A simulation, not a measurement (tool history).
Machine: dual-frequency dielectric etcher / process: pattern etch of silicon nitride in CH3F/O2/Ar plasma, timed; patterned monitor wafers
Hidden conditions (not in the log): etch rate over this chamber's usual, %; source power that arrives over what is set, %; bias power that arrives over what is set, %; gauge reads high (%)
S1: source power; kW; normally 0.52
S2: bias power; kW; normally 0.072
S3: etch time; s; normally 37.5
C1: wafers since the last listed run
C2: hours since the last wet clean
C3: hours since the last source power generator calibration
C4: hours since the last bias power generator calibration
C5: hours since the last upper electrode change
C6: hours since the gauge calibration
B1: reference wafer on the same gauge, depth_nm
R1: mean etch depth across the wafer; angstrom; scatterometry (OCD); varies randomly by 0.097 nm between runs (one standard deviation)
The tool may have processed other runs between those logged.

| run | hour | S1 | S2 | S3 | C1 | C2 | C3 | C4 | C5 | C6 | B1 | R1 |
|---|---|---|---|---|---|---|---|---|---|---|---|---|
| 1 | 0 | 0.62 | 0.072 | 37.5 | 0 | 467.5 | 1548.6 | 3776.3 | 3263 | 264.8 | 30.83 | 306.1 |
| 2 | 10.2 | 0.62 | 0.072 | 37.5 | 114 | 477.7 | 1558.8 | 3786.5 | 3273.2 | 275 | 30.77 | 307.9 |
| 3 | 24.9 | 0.52 | 0.072 | 37.5 | 165 | 492.4 | 1573.5 | 3801.2 | 3287.9 | 289.7 | 30.79 | 289 |
| 4 | 32.9 | 0.52 | 0.072 | 37.5 | 89 | 500.4 | 1581.5 | 3809.2 | 3295.9 | 297.7 | 30.77 | 290.4 |
| 5 | 43.9 | 0.52 | 0.072 | 37.5 | 123 | 511.4 | 1592.5 | 3820.2 | 3306.9 | 308.7 | 30.79 | 290 |
| 6 | 61.3 | 0.52 | 0.072 | 37.5 | 195 | 528.8 | 1609.9 | 3837.6 | 3324.3 | 326.1 | 30.78 | 289.7 |
|  | 78.2 | bias power generator calibrated |
| 7 | 78.7 | 0.52 | 0.072 | 37.5 | 150 | 546.2 | 1627.3 | 0.5 | 3341.7 | 343.5 | 30.78 | 290.3 |
| 8 | 87.1 | 0.52 | 0.072 | 37.5 | 94 | 554.6 | 1635.7 | 8.9 | 3350.1 | 351.9 | 30.8 | 291.3 |
|  | 121.2 | wet clean of the chamber |
| 9 | 121.7 | 0.52 | 0.072 | 37.5 | 119 | 0.5 | 1670.3 | 43.5 | 3384.7 | 386.5 | 30.83 | 297.6 |
| 10 | 122.1 | 0.52 | 0.072 | 37.5 | 4 | 0.9 | 1670.7 | 43.9 | 3385.1 | 386.9 | 30.81 | 298.4 |
| 11 | 123.6 | 0.52 | 0.067 | 37.5 | 16 | 2.4 | 1672.2 | 45.4 | 3386.6 | 388.4 | 30.79 | 293.2 |
| 12 | 132.3 | 0.52 | 0.072 | 37.5 | 97 | 11.1 | 1680.9 | 54.1 | 3395.3 | 397.1 | 30.8 | 298.6 |
| 13 | 150.1 | 0.52 | 0.072 | 37.5 | 200 | 28.9 | 1698.7 | 71.9 | 3413.1 | 414.9 | 30.78 | 297 |
| 14 | 161.8 | 0.57 | 0.081 | 37.5 | 131 | 40.6 | 1710.4 | 83.6 | 3424.8 | 426.6 | 30.85 | 319 |
| 15 | 178.9 | 0.47 | 0.063 | 46 | 192 | 57.7 | 1727.5 | 100.7 | 3441.9 | 443.7 | 30.8 | 339.3 |
|  | 190.9 | source power generator calibrated |
| 16 | 191.4 | 0.52 | 0.086 | 37.5 | 95 | 70.2 | 0.5 | 113.2 | 3454.4 | 456.2 | 30.78 | 315 |
| 17 | 199.9 | 0.52 | 0.062 | 41 | 95 | 78.7 | 9 | 121.7 | 3462.9 | 464.7 | 30.82 | 309 |
| 18 | 206.9 | 0.63 | 0.072 | 47 | 78 | 85.7 | 16 | 128.7 | 3469.9 | 471.7 | 30.8 | 396.9 |
| 19 | 223.1 | 0.59 | 0.072 | 37.5 | 182 | 101.9 | 32.2 | 144.9 | 3486.1 | 487.9 | 30.8 | 310.8 |
| 20 | 230 | 0.52 | 0.072 | 37.5 | 77 | 108.8 | 39.1 | 151.8 | 3493 | 494.8 | 30.83 | 298.3 |
|  | 282.9 | upper electrode replaced |
| 21 | 283.4 | 0.6 | 0.062 | 47 | 330 | 162.2 | 92.5 | 205.2 | 0.5 | 548.2 | 30.83 | 368.2 |
| 22 | 290.4 | 0.45 | 0.088 | 37.5 | 78 | 169.2 | 99.5 | 212.2 | 7.5 | 555.2 | 30.77 | 303.5 |
|  | 295.3 | gauge calibrated |
| 23 | 307.7 | 0.52 | 0.072 | 37.5 | 194 | 186.5 | 116.8 | 229.5 | 24.8 | 12.4 | 30.79 | 295.2 |
| 24 | 316.6 | 0.48 | 0.084 | 37.5 | 100 | 195.4 | 125.7 | 238.4 | 33.7 | 21.3 | 30.8 | 303.3 |
| 25 | 332.5 | 0.52 | 0.088 | 41 | 178 | 211.3 | 141.6 | 254.3 | 49.6 | 37.2 | 30.79 | 344.6 |
| 26 | 347.9 | 0.52 | 0.072 | 42 | 173 | 226.7 | 157 | 269.7 | 65 | 52.6 | 30.8 | 331.4 |
| 27 | 359.6 | 0.6 | 0.062 | 47 | 131 | 238.4 | 168.7 | 281.4 | 76.7 | 64.3 | 30.8 | 371.6 |
| 28 | 375.6 | 0.52 | 0.072 | 37.5 | 179 | 254.4 | 184.7 | 297.4 | 92.7 | 80.3 | 30.83 | 295.5 |
| 29 | 391 | 0.52 | 0.072 | 37.5 | 173 | 269.8 | 200.1 | 312.8 | 108.1 | 95.7 | 30.81 | 295.9 |
| 30 | 404.5 | 0.41 | 0.072 | 43.5 | 151 | 283.3 | 213.6 | 326.3 | 121.6 | 109.2 | 30.78 | 318.6 |
| 31 | 413.2 | 0.57 | 0.072 | 44 | 97 | 292 | 222.3 | 335 | 130.3 | 117.9 | 30.77 | 355.5 |

Had the tool no unlogged condition, and each run kept its random variation, what would the results have been?
| run | R1 |
|---|---|
| 1 | 312.6 |
| 2 | 314.6 |
| 3 | 295.4 |
| 4 | 296.9 |
| 5 | 296.7 |
| 6 | 296.5 |
| 7 | 297.4 |
| 8 | 298.5 |
| 9 | 295.9 |
| 10 | 296.7 |
| 11 | 291.6 |
| 12 | 297 |
| 13 | 295.7 |
| 14 | 317.7 |
| 15 | 338.1 |
| 16 | 314.1 |
| 17 | 308.2 |
| 18 | 396 |
| 19 | 310.3 |
| 20 | 297.9 |
| 21 | 368.5 |
| 22 | 303.8 |
| 23 | 295.7 |
| 24 | 303.9 |
| 25 | 345.5 |
| 26 | 332.6 |
| 27 | 373 |
| 28 | 296.9 |
| 29 | 297.4 |
| 30 | 320.4 |
| 31 | 357.7 |
